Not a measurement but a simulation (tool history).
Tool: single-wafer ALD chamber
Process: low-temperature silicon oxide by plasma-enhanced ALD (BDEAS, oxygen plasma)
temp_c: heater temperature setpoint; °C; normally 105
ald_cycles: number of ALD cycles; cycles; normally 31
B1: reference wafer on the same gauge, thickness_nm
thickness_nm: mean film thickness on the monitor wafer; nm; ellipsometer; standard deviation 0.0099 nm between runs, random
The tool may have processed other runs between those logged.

Run 1, hour 0: usual settings; B1 4.25. Result: thickness_nm 3.956 nm.
Run 2, hour 78: usual settings but ald_cycles 33 cycles; B1 4.25. Result: thickness_nm 4.213 nm.
Run 3, hour 309.1: usual settings but ald_cycles 34 cycles; B1 4.249. Result: thickness_nm 4.344 nm.
Run 4, hour 383.8: usual settings but ald_cycles 34 cycles; B1 4.252. Result: thickness_nm 4.336 nm.
Run 5, hour 461.9: usual settings but temp_c 95 °C; B1 4.251. Result: thickness_nm 4.045 nm.
Run 6, hour 551.6: usual settings but temp_c 95 °C; B1 4.247. Result: thickness_nm 4.041 nm.
Run 7, hour 588.1: usual settings but temp_c 95 °C; B1 4.251. Result: thickness_nm 4.049 nm.
Run 8, hour 680.1: usual settings; B1 4.252. Result: thickness_nm 3.948 nm.
Run 9, hour 756.1: usual settings; B1 4.248. Result: thickness_nm 3.95 nm.
Run 10, hour 800.2: usual settings; B1 4.25. Result: thickness_nm 3.943 nm.
Run 11, hour 869.4: usual settings; B1 4.25. Result: thickness_nm 3.968 nm.
Run 12, hour 931.9: usual settings; B1 4.25. Result: thickness_nm 3.951 nm.
Run 13, hour 1004.1: usual settings; B1 4.249. Result: thickness_nm 3.95 nm.
Run 14, hour 1111.9: usual settings; B1 4.252. Result: thickness_nm 3.937 nm.
Run 15, hour 1216: usual settings; B1 4.25. Result: thickness_nm 3.952 nm.
Run 16, hour 1322.5: usual settings; B1 4.249. Result: thickness_nm 3.929 nm.
Run 17, hour 1424.9: usual settings; B1 4.25. Result: thickness_nm 3.923 nm.
Run 18, hour 1462.4: usual settings but temp_c 94 °C, ald_cycles 27 cycles; B1 4.248. Result: thickness_nm 3.481 nm.
At hour 1701.7: thermocouple changed; heater temperature recalibrated.
Run 19, hour 1733.1: usual settings but temp_c 94 °C, ald_cycles 27 cycles; B1 4.25. Result: thickness_nm 3.545 nm.
Run 20, hour 1783.2: usual settings but ald_cycles 28 cycles; B1 4.249. Result: thickness_nm 3.577 nm.
Run 21, hour 1845.4: usual settings but temp_c 94 °C, ald_cycles 27 cycles; B1 4.251. Result: thickness_nm 3.529 nm.
Run 22, hour 1922: usual settings but temp_c 111 °C, ald_cycles 35 cycles; B1 4.249. Result: thickness_nm 4.425 nm.
Run 23, hour 1990.8: usual settings; B1 4.249. Result: thickness_nm 3.965 nm.
Run 24, hour 2052.4: usual settings; B1 4.253. Result: thickness_nm 3.955 nm.
Run 25, hour 2144.2: usual settings but temp_c 94 °C, ald_cycles 28 cycles; B1 4.249. Result: thickness_nm 3.643 nm.
Run 26, hour 2187.7: usual settings but temp_c 116 °C, ald_cycles 36 cycles; B1 4.251. Result: thickness_nm 4.515 nm.
At hour 2249.8: gauge calibrated.
Run 27, hour 2284.5: usual settings but temp_c 112 °C, ald_cycles 26 cycles; B1 4.25. Result: thickness_nm 3.282 nm.
Run 28, hour 2341.7: usual settings; B1 4.249. Result: thickness_nm 3.962 nm.
Run 29, hour 2432.3: usual settings; B1 4.252. Result: thickness_nm 3.948 nm.
Run 30, hour 2469.6: usual settings but temp_c 109 °C, ald_cycles 33 cycles; B1 4.249. Result: thickness_nm 4.179 nm.
Run 31, hour 2516.6: usual settings but temp_c 119 °C, ald_cycles 28 cycles; B1 4.248. Result: thickness_nm 3.49 nm.
Run 32, hour 2617: usual settings but temp_c 120 °C; B1 4.249. Result: thickness_nm 3.857 nm.
Run 33, hour 2653.2: usual settings but temp_c 111 °C, ald_cycles 27 cycles; B1 4.252. Result: thickness_nm 3.386 nm.
Run 34, hour 2746.7: usual settings but temp_c 113 °C, ald_cycles 36 cycles; B1 4.247. Result: thickness_nm 4.519 nm.
Run 35, hour 2820.1: usual settings but temp_c 116 °C, ald_cycles 34 cycles; B1 4.253. Result: thickness_nm 4.243 nm.
Run 36, hour 2862.7: usual settings but temp_c 119 °C, ald_cycles 28 cycles; B1 4.249. Result: thickness_nm 3.481 nm.
Run 37, hour 2965.2: usual settings but temp_c 98 °C, ald_cycles 36 cycles; B1 4.25. Result: thickness_nm 4.619 nm.
Run 38, hour 3054: usual settings; B1 4.25. Result: thickness_nm 3.923 nm.
Run 39, hour 3140.6: usual settings but temp_c 96 °C; B1 4.254. Result: thickness_nm 3.985 nm.
Run 40, hour 3222.1: usual settings but temp_c 101 °C, ald_cycles 28 cycles; B1 4.249. Result: thickness_nm 3.541 nm.

Table of differences, measured result less the result of that run with no hidden state. Run-to-run variation is the same in both. Gauge scatter possibly is not:
Hidden conditions of the tool in this case: wafer temperature above the value expected at the setpoint (K); gauge reads high (%).
run  thickness_nm
  1        -0.005
  2        -0.005
  3        -0.008
  4        -0.008
  5        -0.017
  6         -0.02
  7        -0.022
  8        -0.013
  9        -0.015
 10        -0.016
 11        -0.018
 12         -0.02
 13        -0.023
 14        -0.026
 15         -0.03
 16        -0.035
 17        -0.039
 18        -0.066
 19        -0.013
 20        -0.006
 21        -0.013
 22        -0.009
 23        -0.009
 24        -0.009
 25        -0.019
 26        -0.013
 27        -0.011
 28        -0.014
 29        -0.016
 30        -0.018
 31        -0.016
 32        -0.021
 33         -0.02
 34         -0.03
 35        -0.031
 36        -0.027
 37        -0.049
 38        -0.037
 39        -0.063
 40        -0.041
